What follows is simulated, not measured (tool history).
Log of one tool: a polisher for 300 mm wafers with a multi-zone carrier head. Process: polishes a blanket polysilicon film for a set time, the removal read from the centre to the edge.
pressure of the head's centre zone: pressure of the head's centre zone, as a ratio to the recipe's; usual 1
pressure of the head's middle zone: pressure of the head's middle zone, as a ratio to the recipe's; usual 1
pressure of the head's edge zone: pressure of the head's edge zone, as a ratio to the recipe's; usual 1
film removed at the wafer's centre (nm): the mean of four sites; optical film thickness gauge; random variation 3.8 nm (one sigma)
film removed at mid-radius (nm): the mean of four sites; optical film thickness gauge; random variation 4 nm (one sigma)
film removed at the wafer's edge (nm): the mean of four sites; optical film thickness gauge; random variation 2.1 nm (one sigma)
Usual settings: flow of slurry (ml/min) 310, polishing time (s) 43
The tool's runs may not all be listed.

run	hour	flow of slurry (ml/min)	pressure of the head's centre zone	pressure of the head's middle zone	pressure of the head's edge zone	polishing time (s)	incoming thickness of the incoming film, nm	film removed at the wafer's centre (nm)	film removed at mid-radius (nm)	film removed at the wafer's edge (nm)
1	0	310	1	1	1	43	1285.1	241.5	241.8	231.2
2	40.3	310	1.09	0.95	0.91	56	1292.4	338	300.9	286.8
3	87.9	310	1	1	1	43	1295.1	228.2	233.8	230.4
# hour 95.1: worn pad replaced by a new one
4	351.4	310	1	1.04	1	43	1286.4	256.9	260.9	241.6
5	391.2	390	0.9	1	1	54	1289.5	303.1	307.4	303.6
6	582.4	310	0.97	1.04	0.96	54	1278.7	308.7	308.3	287.2
# hour 593: carrier head's membrane replaced by a new one
7	639.2	310	1	1	1	43	1280.1	244.9	231.2	228.5
8	690.1	310	1	1	1	43	1302.3	249.1	231.4	224.3
# hour 720.4: edge zone pressure recalibrated
9	726.5	310	1	1	1	43	1302.2	247.4	230.7	226.9
# hour 770: worn pad replaced by a new one
# hour 770.5: slurry nozzle cleaned
# hour 808: centre zone pressure recalibrated
10	834	310	1	0.92	0.92	43	1305.7	256.4	239	251.4
11	931.5	235	1	1	1	43	1299.8	247.8	250.9	248.3
12	996.9	310	1	1	1	43	1312.8	251.4	261.7	249.5
13	1045.8	310	1	1	1	32	1290.8	180.8	187.4	186.6
14	1093.2	310	1	1	1	43	1280.4	245.3	246.2	245
15	1140.7	310	1	1	1	43	1290.4	246.3	247.1	242.8
16	1378.8	310	1	1	1	43	1289.5	233.7	237.4	228.9
# hour 1447.1: worn pad replaced by a new one
17	1485	310	1.09	1	1	36	1278.8	233	221.3	209.7
# hour 1512.2: slurry nozzle cleaned
# hour 1519.3: carrier head's membrane replaced by a new one
18	1527.2	310	1	1.12	1.03	43	1315	258.3	277	251.4
19	1592.9	310	1	1	0.92	37	1303	217.8	217.5	202.6
20	1656.4	350	1	0.91	1	43	1289.9	252	233.6	246.1
21	1703.7	310	1	1	0.95	38	1300	224.5	219.3	207.1

Forecast each of these 5 alternatives for the next run:
A	1704.1	310	1	1	1	43	1285.9	?	?	?
B	1704.1	310	0.96	1	0.89	43	1285.9	?	?	?
C	1704.1	220	1	1.11	1	39	1285.9	?	?	?
D	1704.1	310	1	1	1	34	1285.9	?	?	?
E	1704.1	310	1	0.94	1	43	1285.9	?	?	?

run	film removed at the wafer's centre (nm)	film removed at mid-radius (nm)	film removed at the wafer's edge (nm)
A	240.5	240.8	241.2
B	230.9	240.9	230.6
C	211.8	232.2	214
D	190.2	190.4	190.8
E	240.4	228.6	241.4
Without the tool's hidden state the same runs would have given:
run	film removed at the wafer's centre (nm)	film removed at mid-radius (nm)	film removed at the wafer's edge (nm)
A	252.6	263.3	263.7
B	242.4	263.4	252.1
C	222.4	253.9	233.9
D	199.7	208.2	208.5
E	252.5	250	263.9
